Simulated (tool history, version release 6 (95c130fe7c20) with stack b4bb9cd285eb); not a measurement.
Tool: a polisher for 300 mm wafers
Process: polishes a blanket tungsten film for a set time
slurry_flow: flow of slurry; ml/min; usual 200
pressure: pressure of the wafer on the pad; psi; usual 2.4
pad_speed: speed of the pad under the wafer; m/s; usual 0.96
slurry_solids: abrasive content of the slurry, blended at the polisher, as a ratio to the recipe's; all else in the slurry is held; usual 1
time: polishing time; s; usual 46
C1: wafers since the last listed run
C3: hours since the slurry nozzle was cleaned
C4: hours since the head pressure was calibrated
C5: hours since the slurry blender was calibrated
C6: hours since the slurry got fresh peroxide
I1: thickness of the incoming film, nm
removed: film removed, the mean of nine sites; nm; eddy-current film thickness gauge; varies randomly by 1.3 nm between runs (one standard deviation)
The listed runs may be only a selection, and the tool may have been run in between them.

Run 1, hour 0: usual settings; C1 0; wafers polished on this pad 4971; C3 262.5; C4 197.8; C5 310; C6 320.9; I1 1443. Result: removed 149.8 nm.
At hour 52.3: worn pad replaced by a new one.
Run 2, hour 101.2: usual settings; C1 791; wafers polished on this pad 397; C3 363.7; C4 299; C5 411.2; C6 422.1; I1 1458.5. Result: removed 147.8 nm.
Run 3, hour 152.2: usual settings; C1 415; wafers polished on this pad 813; C3 414.7; C4 350; C5 462.2; C6 473.1; I1 1460.2. Result: removed 149 nm.
Run 4, hour 240.8: usual settings; C1 721; wafers polished on this pad 1534; C3 503.3; C4 438.6; C5 550.8; C6 561.7; I1 1441.7. Result: removed 144.5 nm.
At hour 284.4: slurry blender recalibrated.
Run 5, hour 348.3: usual settings but time 39 s; C1 859; wafers polished on this pad 2393; C3 610.8; C4 546.1; C5 63.9; C6 669.2; I1 1468.3. Result: removed 122.8 nm.
At hour 392.9: slurry nozzle cleaned.
Run 6, hour 402: usual settings; C1 429; wafers polished on this pad 2823; C3 9.1; C4 599.8; C5 117.6; C6 722.9; I1 1471.3. Result: removed 153.9 nm.
At hour 414.8: slurry tank refilled with fresh slurry and peroxide.
Run 7, hour 459.8: usual settings but pad_speed 1.16 m/s, slurry_solids 1.2, time 60 s; C1 462; wafers polished on this pad 3285; C3 66.9; C4 657.6; C5 175.4; C6 45; I1 1433.9. Result: removed 244.9 nm.
Run 8, hour 516.6: usual settings but pressure 2.1 psi; C1 462; wafers polished on this pad 3748; C3 123.7; C4 714.4; C5 232.2; C6 101.8; I1 1453.1. Result: removed 134.2 nm.
Run 9, hour 613.7: usual settings; C1 790; wafers polished on this pad 4539; C3 220.8; C4 811.5; C5 329.3; C6 198.9; I1 1470.6. Result: removed 151.1 nm.
At hour 678.1: worn pad replaced by a new one.
Run 10, hour 678.6: usual settings but slurry_solids 0.85; C1 495; wafers polished on this pad 3; C3 285.7; C4 876.4; C5 394.2; C6 263.8; I1 1427.3. Result: removed 144.5 nm.
Run 11, hour 766.9: usual settings but slurry_flow 135 ml/min, pressure 3 psi; C1 719; wafers polished on this pad 722; C3 374; C4 964.7; C5 482.5; C6 352.1; I1 1457.7. Result: removed 172.1 nm.
Run 12, hour 809.4: usual settings but slurry_solids 1.15, time 34 s; C1 346; wafers polished on this pad 1069; C3 416.5; C4 1007.2; C5 525; C6 394.6; I1 1429.5. Result: removed 114.6 nm.
Run 13, hour 862.5: usual settings but slurry_flow 255 ml/min, pressure 2.7 psi, time 60 s; C1 432; wafers polished on this pad 1501; C3 469.6; C4 1060.3; C5 578.1; C6 447.7; I1 1431.2. Result: removed 217.8 nm.
Run 14, hour 917.8: usual settings but slurry_flow 255 ml/min, time 37 s; C1 450; wafers polished on this pad 1951; C3 524.9; C4 1115.6; C5 633.4; C6 503; I1 1440.5. Result: removed 120.7 nm.
Run 15, hour 1017: usual settings; C1 807; wafers polished on this pad 2759; C3 624.1; C4 1214.8; C5 732.6; C6 602.2; I1 1467.4. Result: removed 146.1 nm.
At hour 1028.8: slurry tank refilled with fresh slurry and peroxide.
At hour 1029.2: slurry blender recalibrated.
Run 16, hour 1092.4: usual settings but slurry_solids 0.8; C1 601; wafers polished on this pad 3361; C3 699.5; C4 1290.2; C5 63.2; C6 63.6; I1 1466.4. Result: removed 135.8 nm.

What will run 17 give?
At hour 1148.9: slurry nozzle cleaned.
Run 17, hour 1160.6: usual settings but slurry_flow 185 ml/min; C1 547; wafers polished on this pad 3908; C3 11.7; C4 1358.4; C5 131.4; C6 131.8; I1 1454. Result: removed ?.

removed: 150.9 nm
Had the tool carried no hidden state, the very same run would have given removed 151.1 nm.
